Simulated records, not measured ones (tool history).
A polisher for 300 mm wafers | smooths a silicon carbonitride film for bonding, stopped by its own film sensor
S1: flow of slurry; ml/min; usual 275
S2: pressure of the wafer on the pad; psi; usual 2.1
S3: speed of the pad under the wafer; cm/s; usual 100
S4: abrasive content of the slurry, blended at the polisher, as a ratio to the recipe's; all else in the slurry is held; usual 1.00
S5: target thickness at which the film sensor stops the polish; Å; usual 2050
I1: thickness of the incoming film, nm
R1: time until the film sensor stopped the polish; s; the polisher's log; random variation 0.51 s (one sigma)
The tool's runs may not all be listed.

run 1 hour=0.0 | S1=340 S2=2.1 S3=100 S4=1.00 S5=2050 | I1=223.2 | R1=53.8
-- hour=5.9 worn pad replaced by a new one
run 2 hour=11.0 | S1=340 S2=2.1 S3=100 S4=1.00 S5=2050 | I1=220.4 | R1=46.6
run 3 hour=28.8 | S1=275 S2=2.1 S3=100 S4=1.00 S5=2050 | I1=221.8 | R1=51.2
run 4 hour=35.0 | S1=275 S2=2.1 S3=100 S4=0.80 S5=2050 | I1=219.9 | R1=50.4
run 5 hour=46.0 | S1=275 S2=2.1 S3=100 S4=0.80 S5=2050 | I1=221.9 | R1=58.7
run 6 hour=61.3 | S1=275 S2=2.1 S3=100 S4=0.80 S5=2050 | I1=222.4 | R1=60.3
run 7 hour=68.5 | S1=275 S2=1.9 S3=100 S4=1.00 S5=2050 | I1=222.3 | R1=59.3
run 8 hour=78.9 | S1=275 S2=1.9 S3=100 S4=1.00 S5=2050 | I1=219.6 | R1=51.1
run 9 hour=86.6 | S1=275 S2=1.9 S3=100 S4=1.00 S5=2050 | I1=219.4 | R1=50.0
-- hour=92.6 worn pad replaced by a new one
run 10 hour=98.6 | S1=275 S2=2.1 S3=126 S4=1.00 S5=2050 | I1=220.3 | R1=43.7
run 11 hour=112.2 | S1=275 S2=2.1 S3=126 S4=1.00 S5=2050 | I1=219.5 | R1=41.1
run 12 hour=128.2 | S1=250 S2=2.1 S3=100 S4=1.00 S5=2050 | I1=221.9 | R1=56.0
run 13 hour=135.7 | S1=275 S2=2.1 S3=100 S4=1.20 S5=2050 | I1=217.2 | R1=36.6
run 14 hour=150.7 | S1=275 S2=2.1 S3=100 S4=1.20 S5=2050 | I1=220.1 | R1=45.6
run 15 hour=163.4 | S1=275 S2=2.1 S3=100 S4=1.00 S5=2100 | I1=217.0 | R1=22.5
-- hour=180.0 slurry blender recalibrated
run 16 hour=180.5 | S1=275 S2=1.6 S3=100 S4=1.00 S5=2050 | I1=224.0 | R1=79.2
-- hour=188.5 worn pad replaced by a new one
run 17 hour=195.6 | S1=235 S2=2.1 S3=118 S4=0.90 S5=2070 | I1=221.5 | R1=45.7
-- hour=210.4 head pressure recalibrated
run 18 hour=212.2 | S1=275 S2=1.7 S3=100 S4=0.80 S5=2010 | I1=221.4 | R1=97.1
run 19 hour=224.6 | S1=275 S2=2.1 S3=100 S4=0.90 S5=2050 | I1=215.4 | R1=39.4
-- hour=229.7 slurry nozzle cleaned
run 20 hour=258.5 | S1=275 S2=1.5 S3=100 S4=1.00 S5=2050 | I1=219.8 | R1=68.9
-- hour=269.3 worn pad replaced by a new one
run 21 hour=269.8 | S1=225 S2=2.1 S3=100 S4=1.00 S5=2050 | I1=217.5 | R1=42.5
run 22 hour=281.6 | S1=275 S2=2.1 S3=100 S4=1.00 S5=2010 | I1=220.6 | R1=64.9
run 23 hour=299.6 | S1=275 S2=2.1 S3=100 S4=1.00 S5=2050 | I1=216.6 | R1=39.1
run 24 hour=308.3 | S1=275 S2=2.1 S3=100 S4=1.00 S5=2080 | I1=219.9 | R1=40.4
run 25 hour=316.7 | S1=275 S2=2.1 S3=100 S4=1.00 S5=2050 | I1=223.2 | R1=61.9
run 26 hour=331.8 | S1=275 S2=2.1 S3=100 S4=1.00 S5=2050 | I1=220.0 | R1=51.9
run 27 hour=338.0 | S1=275 S2=2.1 S3=64 S4=1.15 S5=2050 | I1=220.8 | R1=62.5
run 28 hour=355.7 | S1=275 S2=1.5 S3=90 S4=1.00 S5=2050 | I1=219.8 | R1=76.6
-- hour=366.4 worn pad replaced by a new one
run 29 hour=366.9 | S1=275 S2=2.1 S3=100 S4=1.00 S5=2050 | I1=219.5 | R1=51.4

4 ways to go on from here, each from the tool as it stands after run 29. What would each give?
run A hour=367.3 | S1=275 S2=2.1 S3=110 S4=1.00 S5=2050 | I1=221.1 | R1=?
run B hour=367.3 | S1=275 S2=2.1 S3=128 S4=1.00 S5=2050 | I1=221.1 | R1=?
run C hour=367.3 | S1=205 S2=2.1 S3=122 S4=0.80 S5=2050 | I1=221.1 | R1=?
run D hour=367.3 | S1=190 S2=2.4 S3=100 S4=1.00 S5=2050 | I1=221.1 | R1=?

run=A R1=52.6
run=B R1=48.6
run=C R1=58.4
run=D R1=52.4
Without the tool's hidden state the same runs would have given:
run=A R1=49.5
run=B R1=45.7
run=C R1=53.6
run=D R1=47.8
